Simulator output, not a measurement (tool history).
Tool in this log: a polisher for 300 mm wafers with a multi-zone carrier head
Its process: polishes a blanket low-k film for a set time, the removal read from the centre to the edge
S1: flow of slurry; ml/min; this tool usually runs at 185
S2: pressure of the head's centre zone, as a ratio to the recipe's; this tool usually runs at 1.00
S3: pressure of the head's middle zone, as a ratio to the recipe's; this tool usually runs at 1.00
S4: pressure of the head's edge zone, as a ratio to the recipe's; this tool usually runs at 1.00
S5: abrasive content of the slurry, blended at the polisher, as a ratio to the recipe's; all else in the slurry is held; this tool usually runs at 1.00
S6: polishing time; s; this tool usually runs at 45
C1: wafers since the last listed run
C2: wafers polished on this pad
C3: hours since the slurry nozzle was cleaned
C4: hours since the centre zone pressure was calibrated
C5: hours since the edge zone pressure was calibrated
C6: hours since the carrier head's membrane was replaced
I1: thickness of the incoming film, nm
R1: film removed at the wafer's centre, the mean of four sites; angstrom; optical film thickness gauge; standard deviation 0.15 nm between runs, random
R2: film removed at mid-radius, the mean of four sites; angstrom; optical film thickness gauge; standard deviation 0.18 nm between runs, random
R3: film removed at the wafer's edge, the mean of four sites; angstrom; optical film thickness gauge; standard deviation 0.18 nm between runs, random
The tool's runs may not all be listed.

run	hour	S1	S2	S3	S4	S5	S6	C1	C2	C3	C4	C5	C6	I1	R1	R2	R3
1	0.0	185	1.00	1.00	1.00	1.00	45	0	212	516.1	223.7	1158.2	1461.8	457.4	141	143	144
2	6.4	185	1.00	1.00	1.00	1.00	45	60	272	522.5	230.1	1164.6	1468.2	452.9	140	145	140
3	18.0	185	1.00	1.00	1.00	1.00	52	108	381	534.1	241.7	1176.2	1479.8	458.8	163	164	165
4	27.2	185	1.00	1.00	1.00	1.00	45	86	468	543.3	250.9	1185.4	1489.0	457.5	143	145	139
5	51.8	185	1.00	1.00	1.00	1.00	45	231	699	567.9	275.5	1210.0	1513.6	454.6	142	142	145
# hour 56.2: slurry nozzle cleaned
# hour 65.2: carrier head's membrane replaced by a new one
6	65.7	185	1.00	1.00	1.00	1.00	45	74	773	9.5	289.4	1223.9	0.5	460.8	140	142	144
7	79.0	185	1.00	1.00	1.00	1.00	45	124	898	22.8	302.7	1237.2	13.8	452.6	143	142	144
# hour 95.2: worn pad replaced by a new one
8	95.7	185	1.00	1.00	1.00	1.00	45	119	4	39.5	319.4	1253.9	30.5	468.7	142	143	143
9	102.6	185	1.00	1.00	1.00	1.00	45	64	69	46.4	326.3	1260.8	37.4	462.4	141	142	145
10	110.5	185	1.00	0.95	1.00	1.20	45	74	143	54.3	334.2	1268.7	45.3	459.9	153	151	155
11	117.6	185	1.00	1.00	1.00	1.00	45	66	210	61.4	341.3	1275.8	52.4	468.7	139	141	141
12	132.7	185	1.00	1.05	0.91	1.00	61	141	352	76.5	356.4	1290.9	67.5	461.4	190	204	188
# hour 140.2: centre zone pressure recalibrated
13	147.9	185	0.94	1.00	1.00	1.25	45	124	476	91.7	7.7	1306.1	82.7	461.4	150	160	153
14	165.5	185	0.94	1.00	1.00	1.25	45	165	641	109.3	25.3	1323.7	100.3	465.5	150	157	159
15	174.6	150	1.00	1.00	1.00	1.00	45	85	727	118.4	34.4	1332.8	109.4	458.2	137	142	141
# hour 178.5: edge zone pressure recalibrated
16	190.6	185	1.00	1.00	1.00	1.00	45	131	858	134.4	50.4	12.1	125.4	454.1	145	143	142
17	204.8	205	0.88	0.96	1.00	1.00	45	133	992	148.6	64.6	26.3	139.6	468.8	132	141	145
# hour 213.7: worn pad replaced by a new one
18	214.2	185	1.00	1.03	0.91	1.00	52	50	4	158.0	74.0	35.7	149.0	459.9	164	165	156
19	222.9	185	1.00	1.09	1.00	1.00	59	81	86	166.7	82.7	44.4	157.7	460.0	183	198	186
20	229.3	185	1.09	1.00	1.00	0.80	45	60	146	173.1	89.1	50.8	164.1	460.8	132	124	128
21	241.8	185	1.05	1.10	1.00	1.00	45	117	263	185.6	101.6	63.3	176.6	457.5	146	152	140

Consider 5 possible next runs. They are alternatives, not a sequence: every one starts from the tool as it was left by run 21. What does each give?
A	242.2	185	1.11	1.00	1.00	1.00	45	3	267	186.0	102.0	63.7	177.0	467.9	?	?	?
B	242.2	185	1.05	1.00	1.00	1.00	45	3	267	186.0	102.0	63.7	177.0	467.9	?	?	?
C	242.2	225	1.00	1.00	1.00	1.00	45	3	267	186.0	102.0	63.7	177.0	467.9	?	?	?
D	242.2	130	0.89	1.00	1.00	1.00	59	3	267	186.0	102.0	63.7	177.0	467.9	?	?	?
E	242.2	185	1.10	1.06	1.09	1.00	30	3	267	186.0	102.0	63.7	177.0	467.9	?	?	?

run	R1	R2	R3
A	153	144	143
B	146	144	143
C	144	147	145
D	161	181	182
E	101	100	99
With the hidden condition removed and each run's random variation left untouched, the same runs would have given:
run	R1	R2	R3
A	153	144	143
B	146	144	143
C	144	147	145
D	161	181	182
E	101	100	99
